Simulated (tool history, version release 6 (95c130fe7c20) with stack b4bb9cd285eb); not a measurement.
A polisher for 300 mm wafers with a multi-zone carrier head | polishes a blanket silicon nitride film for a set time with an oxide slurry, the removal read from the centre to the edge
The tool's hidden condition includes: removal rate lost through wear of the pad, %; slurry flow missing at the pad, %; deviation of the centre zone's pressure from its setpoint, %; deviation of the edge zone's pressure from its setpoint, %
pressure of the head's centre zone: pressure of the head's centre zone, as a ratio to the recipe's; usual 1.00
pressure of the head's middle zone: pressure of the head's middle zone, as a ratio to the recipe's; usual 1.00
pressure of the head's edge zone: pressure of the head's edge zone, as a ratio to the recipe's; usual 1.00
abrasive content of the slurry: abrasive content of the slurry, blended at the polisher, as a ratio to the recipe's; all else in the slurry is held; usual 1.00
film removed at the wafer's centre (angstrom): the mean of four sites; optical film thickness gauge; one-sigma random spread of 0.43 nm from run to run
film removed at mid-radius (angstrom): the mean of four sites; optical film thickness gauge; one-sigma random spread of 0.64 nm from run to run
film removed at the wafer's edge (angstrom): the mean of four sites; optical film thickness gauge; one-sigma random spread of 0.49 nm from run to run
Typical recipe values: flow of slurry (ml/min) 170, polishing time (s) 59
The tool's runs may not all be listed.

run	day	flow of slurry (ml/min)	pressure of the head's centre zone	pressure of the head's middle zone	pressure of the head's edge zone	abrasive content of the slurry	polishing time (s)	wafers since the last listed run	wafers polished on this pad	hours since the slurry nozzle was cleaned	hours since the centre zone pressure was calibrated	hours since the edge zone pressure was calibrated	hours since the carrier head's membrane was replaced	incoming thickness of the incoming film, nm	film removed at the wafer's centre (angstrom)	film removed at mid-radius (angstrom)	film removed at the wafer's edge (angstrom)
1	0.000	170	1.00	1.00	1.00	1.00	59	0	31	404.5	57.2	1275.9	28.0	391.2	448	479	460
2	0.483	170	1.00	1.00	1.00	1.00	59	120	152	416.1	68.8	1287.5	39.6	392.8	446	473	465
3	0.896	155	1.00	1.09	0.97	1.00	77	103	255	426.0	78.7	1297.4	49.5	393.9	574	653	591
4	1.346	155	1.00	1.00	1.10	1.20	41	112	368	436.8	89.5	1308.2	60.3	392.4	333	352	369
5	2.067	170	1.00	1.00	1.00	1.00	59	180	548	454.1	106.8	1325.5	77.6	388.7	449	479	465
# day 2.200: edge zone pressure recalibrated
6	2.783	150	1.00	0.89	1.00	0.70	59	158	706	471.3	124.0	14.0	94.8	391.1	350	359	373
7	3.092	170	1.00	1.00	1.00	1.00	59	77	784	478.7	131.4	21.4	102.2	396.5	442	481	459
8	3.575	170	1.05	1.00	1.00	1.00	59	120	904	490.3	143.0	33.0	113.8	392.7	445	482	460
9	3.842	200	0.91	1.00	1.00	1.20	59	66	971	496.7	149.4	39.4	120.2	388.7	461	545	515
# day 4.238: worn pad replaced by a new one
10	4.429	170	1.00	1.00	1.11	1.25	59	105	48	510.8	163.5	53.5	134.3	391.2	493	528	543
11	4.854	170	1.00	1.00	1.00	1.00	59	106	154	521.0	173.7	63.7	144.5	396.1	440	473	478
12	5.162	170	1.00	1.00	1.00	0.85	59	77	231	528.4	181.1	71.1	151.9	388.2	393	431	419
# day 5.425: slurry nozzle cleaned
13	5.833	200	0.94	1.07	1.00	1.00	51	157	388	9.8	197.2	87.2	168.0	391.0	369	438	413
14	6.479	170	1.00	0.93	1.00	1.00	59	161	550	25.3	212.7	102.7	183.5	388.5	434	447	462
15	7.154	170	1.00	1.00	1.06	1.00	59	168	719	41.5	228.9	118.9	199.7	393.6	428	474	479
16	7.829	170	0.88	1.00	1.00	1.00	59	168	887	57.7	245.1	135.1	215.9	393.3	397	477	467
17	8.488	140	1.06	0.96	1.00	1.20	59	164	1052	73.5	260.9	150.9	231.7	389.1	485	488	503
# day 8.842: worn pad replaced by a new one
18	8.862	220	1.00	1.00	1.04	1.20	78	52	5	82.5	269.9	159.9	240.7	393.1	643	697	704
19	9.308	170	1.00	1.00	0.92	1.00	59	111	116	93.2	280.6	170.6	251.4	390.7	430	468	450
20	9.812	170	1.08	0.95	1.00	0.80	69	126	242	105.3	292.7	182.7	263.5	389.1	458	479	476
21	10.417	170	1.00	1.04	1.00	1.00	59	151	394	119.8	307.2	197.2	278.0	392.1	430	483	470

Entry by entry between the runs, the difference in hidden state between the last listed run before and the first listed run after:
After run 5, before run 6: edge zone pressure recalibrated (day 2.200)
  deviation of the centre zone's pressure from its setpoint, %: -5.28 -> -5.9
  difference, measured minus the result without the unlogged condition, film removed at the wafer's centre (angstrom): -16 -> -15
After run 9, before run 10: worn pad replaced by a new one (day 4.238)
  deviation of the centre zone's pressure from its setpoint, %: -6.73 -> -7.14
  difference, measured minus the result without the unlogged condition, film removed at the wafer's centre (angstrom): -22 -> -25
After run 12, before run 13: slurry nozzle cleaned (day 5.425)
  deviation of the centre zone's pressure from its setpoint, %: -7.61 -> -8.01
  difference, measured minus the result without the unlogged condition, film removed at the wafer's centre (angstrom): -22 -> -21
After run 17, before run 18: worn pad replaced by a new one (day 8.842)
  deviation of the centre zone's pressure from its setpoint, %: -9.28 -> -9.43
  difference, measured minus the result without the unlogged condition, film removed at the wafer's centre (angstrom): -32 -> -43
